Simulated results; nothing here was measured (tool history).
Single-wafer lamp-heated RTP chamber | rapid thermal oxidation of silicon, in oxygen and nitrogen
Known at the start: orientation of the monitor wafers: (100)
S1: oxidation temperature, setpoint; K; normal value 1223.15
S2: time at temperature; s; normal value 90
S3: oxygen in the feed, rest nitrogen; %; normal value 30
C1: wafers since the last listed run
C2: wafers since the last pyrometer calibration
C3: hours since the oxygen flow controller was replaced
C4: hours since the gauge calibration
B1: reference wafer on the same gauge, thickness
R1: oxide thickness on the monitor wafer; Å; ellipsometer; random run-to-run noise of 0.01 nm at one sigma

{"run": 1, "hour": 0.0, "S1": 1223.15, "S2": 90, "S3": 54, "C1": 0, "C2": 7571, "C3": 5566.0, "C4": 16.0, "B1": 3.75, "R1": 42.13}
{"hour": 19.3, "done": "pyrometer window cleaned and pyrometer calibrated"}
{"run": 2, "hour": 53.0, "S1": 1223.15, "S2": 90, "S3": 54, "C1": 320, "C2": 239, "C3": 5619.0, "C4": 69.0, "B1": 3.752, "R1": 40.36}
{"run": 3, "hour": 118.0, "S1": 1223.15, "S2": 90, "S3": 54, "C1": 462, "C2": 701, "C3": 5684.0, "C4": 134.0, "B1": 3.75, "R1": 40.59}
{"run": 4, "hour": 163.7, "S1": 1243.15, "S2": 121, "S3": 30, "C1": 325, "C2": 1026, "C3": 5729.7, "C4": 179.7, "B1": 3.748, "R1": 44.01}
{"run": 5, "hour": 229.6, "S1": 1246.15, "S2": 90, "S3": 30, "C1": 468, "C2": 1495, "C3": 5795.6, "C4": 245.6, "B1": 3.749, "R1": 39.99}
{"run": 6, "hour": 269.5, "S1": 1223.15, "S2": 90, "S3": 46, "C1": 283, "C2": 1779, "C3": 5835.5, "C4": 285.5, "B1": 3.749, "R1": 38.98}
{"run": 7, "hour": 322.2, "S1": 1223.15, "S2": 90, "S3": 46, "C1": 374, "C2": 2154, "C3": 5888.2, "C4": 338.2, "B1": 3.751, "R1": 39.08}
{"run": 8, "hour": 355.6, "S1": 1223.15, "S2": 90, "S3": 46, "C1": 237, "C2": 2391, "C3": 5921.6, "C4": 371.6, "B1": 3.751, "R1": 39.31}
{"run": 9, "hour": 421.9, "S1": 1223.15, "S2": 105, "S3": 30, "C1": 471, "C2": 2863, "C3": 5987.9, "C4": 437.9, "B1": 3.75, "R1": 37.04}
{"run": 10, "hour": 475.4, "S1": 1223.15, "S2": 105, "S3": 30, "C1": 380, "C2": 3243, "C3": 6041.4, "C4": 491.4, "B1": 3.748, "R1": 37.07}
{"run": 11, "hour": 546.4, "S1": 1223.15, "S2": 105, "S3": 30, "C1": 505, "C2": 3749, "C3": 6112.4, "C4": 562.4, "B1": 3.75, "R1": 37.16}
{"run": 12, "hour": 592.0, "S1": 1237.15, "S2": 134, "S3": 55, "C1": 324, "C2": 4073, "C3": 6158.0, "C4": 608.0, "B1": 3.752, "R1": 54.65}
{"run": 13, "hour": 616.3, "S1": 1223.15, "S2": 90, "S3": 30, "C1": 172, "C2": 4246, "C3": 6182.3, "C4": 632.3, "B1": 3.749, "R1": 35.2}
{"run": 14, "hour": 793.8, "S1": 1223.15, "S2": 90, "S3": 30, "C1": 1262, "C2": 5508, "C3": 6359.8, "C4": 809.8, "B1": 3.748, "R1": 35.27}
{"run": 15, "hour": 864.0, "S1": 1239.15, "S2": 59, "S3": 17, "C1": 499, "C2": 6008, "C3": 6430.0, "C4": 880.0, "B1": 3.751, "R1": 29.54}
{"run": 16, "hour": 925.5, "S1": 1223.15, "S2": 48, "S3": 18, "C1": 437, "C2": 6445, "C3": 6491.5, "C4": 941.5, "B1": 3.752, "R1": 26.8}
{"hour": 940.2, "done": "gauge calibrated"}
{"hour": 952.2, "done": "oxygen flow controller replaced"}
{"run": 17, "hour": 963.7, "S1": 1223.15, "S2": 90, "S3": 30, "C1": 214, "C2": 6660, "C3": 11.5, "C4": 23.5, "B1": 3.75, "R1": 35.63}
{"hour": 972.0, "done": "pyrometer window cleaned and pyrometer calibrated"}
{"run": 18, "hour": 1009.9, "S1": 1223.15, "S2": 90, "S3": 42, "C1": 271, "C2": 269, "C3": 57.7, "C4": 69.7, "B1": 3.748, "R1": 37.74}
{"run": 19, "hour": 1064.2, "S1": 1195.15, "S2": 102, "S3": 52, "C1": 386, "C2": 655, "C3": 112.0, "C4": 124.0, "B1": 3.751, "R1": 35.18}
{"run": 20, "hour": 1125.8, "S1": 1240.15, "S2": 56, "S3": 47, "C1": 438, "C2": 1094, "C3": 173.6, "C4": 185.6, "B1": 3.75, "R1": 36.33}
{"run": 21, "hour": 1163.7, "S1": 1198.15, "S2": 90, "S3": 30, "C1": 269, "C2": 1363, "C3": 211.5, "C4": 223.5, "B1": 3.753, "R1": 30.38}
{"run": 22, "hour": 1231.6, "S1": 1214.15, "S2": 102, "S3": 48, "C1": 482, "C2": 1846, "C3": 279.4, "C4": 291.4, "B1": 3.751, "R1": 38.97}
{"run": 23, "hour": 1270.9, "S1": 1210.15, "S2": 132, "S3": 41, "C1": 279, "C2": 2126, "C3": 318.7, "C4": 330.7, "B1": 3.75, "R1": 40.2}

3 ways to go on from here, each from the tool as it stands after run 23. What would each give?
{"run": "A", "hour": 1271.4, "S1": 1223.15, "S2": 90, "S3": 30, "C1": 3, "C2": 2129, "C3": 319.2, "C4": 331.2, "B1": "?", "R1": "?"}
{"run": "B", "hour": 1271.4, "S1": 1196.15, "S2": 122, "S3": 40, "C1": 3, "C2": 2129, "C3": 319.2, "C4": 331.2, "B1": "?", "R1": "?"}
{"run": "C", "hour": 1271.4, "S1": 1194.15, "S2": 90, "S3": 30, "C1": 3, "C2": 2129, "C3": 319.2, "C4": 331.2, "B1": "?", "R1": "?"}

run=A B1=3.749 R1=34.92
run=B B1=3.749 R1=35.59
run=C B1=3.749 R1=30.11
With the hidden condition removed and each run's random variation left untouched, the same runs would have given:
run=A R1=34.34
run=B R1=34.98
run=C R1=29.73
